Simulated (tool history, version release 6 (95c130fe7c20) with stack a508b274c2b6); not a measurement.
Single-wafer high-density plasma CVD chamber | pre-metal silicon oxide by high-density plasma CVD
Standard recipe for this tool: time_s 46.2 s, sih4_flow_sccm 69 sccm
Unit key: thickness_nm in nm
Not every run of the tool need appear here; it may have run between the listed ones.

run	hour	time_s	sih4_flow_sccm	read-back reference wafer on the same gauge, thickness_nm	thickness_nm
1	0	46.2	74	317.694	356.142
2	73.3	46.2	74	316.999	349.969
3	164	46.2	74	316.936	352.969
4	266.9	46.2	69	316.635	327.346
5	368.4	46.2	69	316.44	327.661
6	656.3	46.2	69	315.981	326.049
7	762.5	46.2	72	315.95	341.933
8	866.2	46.2	75	315.93	353.133
# hour 899.3: silane flow controller replaced
9	963.3	46.2	75	315.581	354.021
10	1016.3	46.2	75	315.454	353.028
11	1112.9	42.2	58	315.626	251.038
12	1216.6	42.2	58	315.499	250.471
13	1321.9	46.2	73	315.514	344.618
# hour 1394.9: gauge calibrated
14	1409.3	37.4	69	325.571	273.151
15	1656.6	37.5	69	322.805	270.399
16	1717.3	53.1	59	322.322	329.877
17	1770.8	46.2	69	322.155	332.331
18	1872.8	46.2	81	321.031	388.619
19	1974.5	46.2	69	320.828	333.401
20	2053.2	46.2	63	320.312	302.141
21	2096	41.3	62	319.948	265.371
22	2172.7	46.2	69	319.805	332.528
23	2222.2	46.2	69	319.313	328.957
24	2301.3	40.8	55	319.549	233.611

Consider 5 possible next runs. They are alternatives, not a sequence: every one starts from the tool as it was left by run 24. What does each give?
A	2301.7	46.2	69	?	?
B	2301.7	54.2	55	?	?
C	2301.7	51.6	83	?	?
D	2301.7	50.9	75	?	?
E	2301.7	49.5	58	?	?

run	read-back reference wafer on the same gauge, thickness_nm	thickness_nm
A	319.41	329.243
B	319.41	307.884
C	319.41	442.337
D	319.41	394.279
E	319.41	296.523
With no hidden state in the tool, these same runs would have given:
run	thickness_nm
A	335.155
B	313.413
C	450.28
D	401.36
E	301.848

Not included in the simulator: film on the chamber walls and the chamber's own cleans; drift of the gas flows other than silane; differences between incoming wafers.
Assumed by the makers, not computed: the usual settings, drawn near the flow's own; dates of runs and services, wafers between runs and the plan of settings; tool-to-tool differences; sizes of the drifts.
